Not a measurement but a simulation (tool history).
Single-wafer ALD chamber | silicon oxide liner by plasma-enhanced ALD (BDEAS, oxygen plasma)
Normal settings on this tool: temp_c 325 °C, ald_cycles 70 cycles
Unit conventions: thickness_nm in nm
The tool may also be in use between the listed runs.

run,hour,temp_c,ald_cycles,"read-back reference wafer on the same gauge, thickness_nm",thickness_nm
1,0.0,325,70,6.756,5.663
2,55.2,325,74,6.770,5.960
3,80.7,329,70,6.783,5.663
4,99.8,329,70,6.795,5.651
5,203.1,329,70,6.811,5.679
6,221.1,325,65,6.821,5.284
7,235.8,332,70,6.821,5.660
8,249.1,332,70,6.826,5.625
# hour 268.3: thermocouple changed; heater temperature recalibrated
9,273.9,325,60,6.833,4.905
10,296.1,325,70,6.840,5.723
# hour 340.1: gauge calibrated
11,349.8,338,59,6.637,4.592
12,364.6,325,70,6.640,5.555
13,395.3,331,81,6.660,6.365
14,435.0,319,74,6.659,5.984
15,525.7,311,59,6.683,4.832
16,553.8,313,77,6.691,6.279
17,583.1,329,70,6.708,5.587
18,600.4,314,58,6.702,4.748
19,612.5,330,76,6.707,6.028
20,647.4,314,77,6.712,6.301

5 ways to go on from here, each from the tool as it stands after run 20. What would each give?
A,647.9,325,59,?,?
B,647.9,312,70,?,?
C,647.9,325,79,?,?
D,647.9,313,70,?,?
E,647.9,316,60,?,?

run,"read-back reference wafer on the same gauge, thickness_nm",thickness_nm
A,6.719,4.757
B,6.719,5.763
C,6.719,6.370
D,6.719,5.754
E,6.719,4.908
Take away the tool's hidden state, keep each run's random variation, and the runs would have read:
run,thickness_nm
A,4.716
B,5.713
C,6.315
D,5.704
E,4.866
